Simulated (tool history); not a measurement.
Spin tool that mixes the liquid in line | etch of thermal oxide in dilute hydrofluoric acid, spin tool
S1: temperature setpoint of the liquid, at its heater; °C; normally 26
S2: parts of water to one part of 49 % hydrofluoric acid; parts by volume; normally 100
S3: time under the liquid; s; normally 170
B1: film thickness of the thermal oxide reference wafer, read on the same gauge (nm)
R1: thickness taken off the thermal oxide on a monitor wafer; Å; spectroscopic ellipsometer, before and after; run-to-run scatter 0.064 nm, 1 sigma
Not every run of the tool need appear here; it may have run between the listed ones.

run 1 hour=0 | S1=29.5 S2=100 S3=170 | B1=100.02 | R1=103.3
run 2 hour=8 | S1=29.5 S2=100 S3=170 | B1=100 | R1=101.5
run 3 hour=25.1 | S1=26 S2=100 S3=170 | B1=100.01 | R1=89.6
run 4 hour=38.4 | S1=26 S2=100 S3=170 | B1=100.03 | R1=89.1
run 5 hour=51 | S1=26 S2=100 S3=170 | B1=99.97 | R1=88.7
run 6 hour=57.3 | S1=26 S2=100 S3=170 | B1=100 | R1=89.2
run 7 hour=66.6 | S1=26 S2=100 S3=170 | B1=100 | R1=87.5
-- hour=72.2 hydrofluoric acid flow meter replaced
run 8 hour=80.6 | S1=26 S2=100 S3=170 | B1=99.98 | R1=89.4
-- hour=84.6 gauge calibrated
-- hour=84.8 thermometer replaced
run 9 hour=88 | S1=26 S2=125 S3=170 | B1=100.03 | R1=69.1

Estimate the outcome of run 10 from the log above:
run 10 hour=95.8 | S1=27.5 S2=70 S3=220 | B1=? | R1=?

Run 10 produced B1 100, R1 180.9 Å.
With the hidden condition absent and the run-to-run variation left alone, this run would have shown R1 180.9 Å.
